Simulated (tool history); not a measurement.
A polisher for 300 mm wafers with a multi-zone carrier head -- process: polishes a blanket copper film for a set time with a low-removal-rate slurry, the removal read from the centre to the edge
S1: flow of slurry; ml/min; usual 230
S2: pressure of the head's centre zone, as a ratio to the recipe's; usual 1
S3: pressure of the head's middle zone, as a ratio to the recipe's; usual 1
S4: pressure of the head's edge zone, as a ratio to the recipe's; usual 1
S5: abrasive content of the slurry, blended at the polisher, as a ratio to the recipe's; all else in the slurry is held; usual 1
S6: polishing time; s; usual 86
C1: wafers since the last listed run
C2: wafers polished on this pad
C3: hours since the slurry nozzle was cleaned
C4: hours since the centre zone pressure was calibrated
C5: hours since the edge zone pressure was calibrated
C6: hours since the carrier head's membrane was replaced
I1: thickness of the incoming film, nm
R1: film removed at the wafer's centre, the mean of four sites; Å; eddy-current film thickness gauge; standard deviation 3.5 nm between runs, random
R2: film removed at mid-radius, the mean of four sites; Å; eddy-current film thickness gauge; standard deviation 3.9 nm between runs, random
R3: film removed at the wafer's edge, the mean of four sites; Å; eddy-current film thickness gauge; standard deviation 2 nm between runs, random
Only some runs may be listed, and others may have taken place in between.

| run | day | S1 | S2 | S3 | S4 | S5 | S6 | C1 | C2 | C3 | C4 | C5 | C6 | I1 | R1 | R2 | R3 |
|---|---|---|---|---|---|---|---|---|---|---|---|---|---|---|---|---|---|
| 1 | 0 | 165 | 1 | 1 | 1 | 1 | 86 | 0 | 1004 | 690.1 | 963.3 | 975.9 | 1427.1 | 1433.2 | 2903 | 2933 | 2860 |
| 2 | 0.383 | 230 | 1 | 0.93 | 1 | 1 | 86 | 95 | 1100 | 699.3 | 972.5 | 985.1 | 1436.3 | 1421.8 | 3012 | 2863 | 2936 |
| 3 | 1.075 | 230 | 1.03 | 1 | 1 | 1 | 86 | 171 | 1271 | 715.9 | 989.1 | 1001.7 | 1452.9 | 1403.4 | 3070 | 3018 | 2903 |
|  | 1.371 | edge zone pressure recalibrated |
|  | 1.462 | worn pad replaced by a new one |
| 4 | 1.642 | 230 | 1.03 | 1 | 1 | 1 | 86 | 97 | 44 | 729.5 | 1002.7 | 6.5 | 1466.5 | 1448.4 | 3193 | 3071 | 3044 |
| 5 | 2.021 | 230 | 1.03 | 1 | 1 | 1 | 86 | 94 | 138 | 738.6 | 1011.8 | 15.6 | 1475.6 | 1423 | 3136 | 3131 | 3060 |
| 6 | 2.642 | 230 | 1 | 1 | 1 | 1 | 86 | 154 | 293 | 753.5 | 1026.7 | 30.5 | 1490.5 | 1411.3 | 3127 | 3078 | 3023 |
|  | 3.238 | carrier head's membrane replaced by a new one |
| 7 | 3.258 | 230 | 1 | 1 | 1 | 0.85 | 58 | 101 | 394 | 768.3 | 1041.5 | 45.3 | 0.5 | 1422.2 | 2059 | 2046 | 1981 |
| 8 | 3.625 | 230 | 1 | 1 | 1.05 | 0.85 | 61 | 91 | 485 | 777.1 | 1050.3 | 54.1 | 9.3 | 1435.1 | 2176 | 2148 | 2129 |
|  | 4.204 | centre zone pressure recalibrated |
| 9 | 4.262 | 295 | 1.05 | 1 | 0.89 | 1.25 | 86 | 137 | 623 | 792.4 | 1.4 | 69.4 | 24.6 | 1427 | 3383 | 3201 | 2941 |
| 10 | 4.854 | 230 | 1 | 1 | 0.92 | 1.25 | 86 | 146 | 770 | 806.6 | 15.6 | 83.6 | 38.8 | 1431.2 | 3025 | 3071 | 2903 |
| 11 | 5.154 | 230 | 1.06 | 0.96 | 1 | 0.85 | 86 | 74 | 844 | 813.8 | 22.8 | 90.8 | 46 | 1419.4 | 3129 | 2894 | 2914 |
| 12 | 5.475 | 230 | 1 | 1.09 | 1 | 1 | 86 | 79 | 924 | 821.5 | 30.5 | 98.5 | 53.7 | 1432.7 | 3017 | 3166 | 2895 |
|  | 6.992 | worn pad replaced by a new one |
| 13 | 7.317 | 230 | 1 | 1 | 1 | 1 | 86 | 416 | 80 | 865.7 | 74.7 | 142.7 | 97.9 | 1442.7 | 3141 | 3108 | 3032 |
| 14 | 7.65 | 230 | 1 | 1 | 1 | 1 | 86 | 82 | 163 | 873.7 | 82.7 | 150.7 | 105.9 | 1432.3 | 3150 | 3132 | 3115 |
|  | 7.696 | slurry nozzle cleaned |
| 15 | 8.371 | 230 | 1.07 | 1 | 1.08 | 1 | 86 | 168 | 332 | 16.2 | 100 | 168 | 123.2 | 1437.6 | 3327 | 3083 | 3159 |
| 16 | 8.646 | 230 | 1 | 1 | 1.04 | 1.25 | 107 | 68 | 400 | 22.8 | 106.6 | 174.6 | 129.8 | 1441.5 | 3951 | 3930 | 3938 |
| 17 | 9.246 | 230 | 1 | 1 | 1 | 1 | 86 | 149 | 549 | 37.2 | 121 | 189 | 144.2 | 1431.3 | 3131 | 3050 | 2980 |
| 18 | 9.675 | 230 | 1 | 1.1 | 1 | 0.9 | 86 | 106 | 655 | 47.5 | 131.3 | 199.3 | 154.5 | 1434.4 | 3045 | 3203 | 2930 |
| 19 | 10.008 | 230 | 1 | 1.09 | 1 | 0.85 | 86 | 82 | 738 | 55.5 | 139.3 | 207.3 | 162.5 | 1425.6 | 3006 | 3125 | 2933 |
| 20 | 10.629 | 230 | 1 | 1 | 1 | 1 | 86 | 154 | 892 | 70.4 | 154.2 | 222.2 | 177.4 | 1449.5 | 3088 | 2965 | 2958 |
| 21 | 11.154 | 255 | 1 | 0.9 | 1 | 1 | 86 | 130 | 1023 | 83 | 166.8 | 234.8 | 190 | 1449.5 | 3075 | 2789 | 2974 |
| 22 | 11.542 | 230 | 1 | 1 | 1 | 1 | 86 | 96 | 1119 | 92.3 | 176.1 | 244.1 | 199.3 | 1417.7 | 2985 | 2964 | 2921 |

Consider 3 possible next runs. They are alternatives, not a sequence: every one starts from the tool as it was left by run 22. What does each give?
| A | 11.558 | 280 | 1 | 1 | 1 | 1 | 86 | 4 | 1123 | 92.7 | 176.5 | 244.5 | 199.7 | 1434.8 | ? | ? | ? |
| B | 11.558 | 230 | 1 | 1 | 1 | 1 | 65 | 4 | 1123 | 92.7 | 176.5 | 244.5 | 199.7 | 1434.8 | ? | ? | ? |
| C | 11.558 | 230 | 1 | 1.1 | 1 | 1 | 86 | 4 | 1123 | 92.7 | 176.5 | 244.5 | 199.7 | 1434.8 | ? | ? | ? |

| run | R1 | R2 | R3 |
|---|---|---|---|
| A | 3031 | 3036 | 2957 |
| B | 2245 | 2254 | 2205 |
| C | 2972 | 3166 | 2914 |
The same runs, with their run-to-run variation unchanged, on a tool lacking any hidden condition would have given:
| run | R1 | R2 | R3 |
|---|---|---|---|
| A | 3226 | 3232 | 3147 |
| B | 2390 | 2399 | 2347 |
| C | 3163 | 3369 | 3102 |

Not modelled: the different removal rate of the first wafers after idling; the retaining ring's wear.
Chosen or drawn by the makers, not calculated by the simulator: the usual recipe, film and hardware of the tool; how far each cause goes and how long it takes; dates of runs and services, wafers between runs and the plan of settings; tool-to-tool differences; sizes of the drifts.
